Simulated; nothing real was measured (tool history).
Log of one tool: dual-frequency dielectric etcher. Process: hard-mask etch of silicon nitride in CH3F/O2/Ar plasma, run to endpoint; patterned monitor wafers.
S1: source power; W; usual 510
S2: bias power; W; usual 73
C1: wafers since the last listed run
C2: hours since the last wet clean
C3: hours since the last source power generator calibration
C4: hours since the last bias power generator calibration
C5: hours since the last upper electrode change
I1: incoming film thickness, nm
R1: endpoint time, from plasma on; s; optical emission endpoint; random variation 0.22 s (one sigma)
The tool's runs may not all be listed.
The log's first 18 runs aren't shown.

run,day,S1,S2,C1,C2,C3,C4,C5,I1,R1
19,19.154,450,80,85,239.2,2914.8,1743.1,199.4,27.16,36.2
20,20.558,430,83,239,272.9,2948.5,1776.8,233.1,26.94,36.2
21,22.004,400,61,246,307.6,2983.2,1811.5,267.8,26.96,41.4
22,23.346,410,91,229,339.8,3015.4,1843.7,300,26.94,35.7
23,26.112,580,62,472,406.2,3081.8,1910.1,366.4,27.2,37.2
24,27.396,580,78,219,437,3112.6,1940.9,397.2,27,34.3
# day 28.638: bias power generator calibrated
# day 29.146: source power generator calibrated
25,29.567,510,73,313,489.1,10.1,22.3,449.3,27.15,37.1
26,30.167,420,83,102,503.5,24.5,36.7,463.7,26.95,37.4
27,31.179,600,83,172,527.8,48.8,61,488,27.18,33.4
28,32.617,630,91,245,562.3,83.3,95.5,522.5,27.06,32
29,33.971,510,73,231,594.8,115.8,128,555,27.1,37.1
30,35.071,510,73,187,621.2,142.2,154.4,581.4,27,36.9
31,35.854,510,73,133,640,161,173.2,600.2,26.85,36.9
# day 38.075: wet clean of the chamber
32,38.096,510,84,211,0.5,214.8,227,654,26.87,33.3
33,38.554,410,73,78,11.5,225.8,238,665,26.93,37.7
34,39.288,510,73,125,29.1,243.4,255.6,682.6,26.95,35.2

Forecast each of these 5 alternatives for the next run:
A,39.304,630,73,2,29.5,243.8,256,683,27.08,?
B,39.304,550,85,2,29.5,243.8,256,683,27.08,?
C,39.304,600,88,2,29.5,243.8,256,683,27.08,?
D,39.304,510,89,2,29.5,243.8,256,683,27.08,?
E,39.304,570,60,2,29.5,243.8,256,683,27.08,?

run,R1
A,33.1
B,32.8
C,31.5
D,33
E,36.6
Without the tool's hidden state the same runs would have given:
run,R1
A,32.7
B,32.3
C,31.1
D,32.6
E,36.1

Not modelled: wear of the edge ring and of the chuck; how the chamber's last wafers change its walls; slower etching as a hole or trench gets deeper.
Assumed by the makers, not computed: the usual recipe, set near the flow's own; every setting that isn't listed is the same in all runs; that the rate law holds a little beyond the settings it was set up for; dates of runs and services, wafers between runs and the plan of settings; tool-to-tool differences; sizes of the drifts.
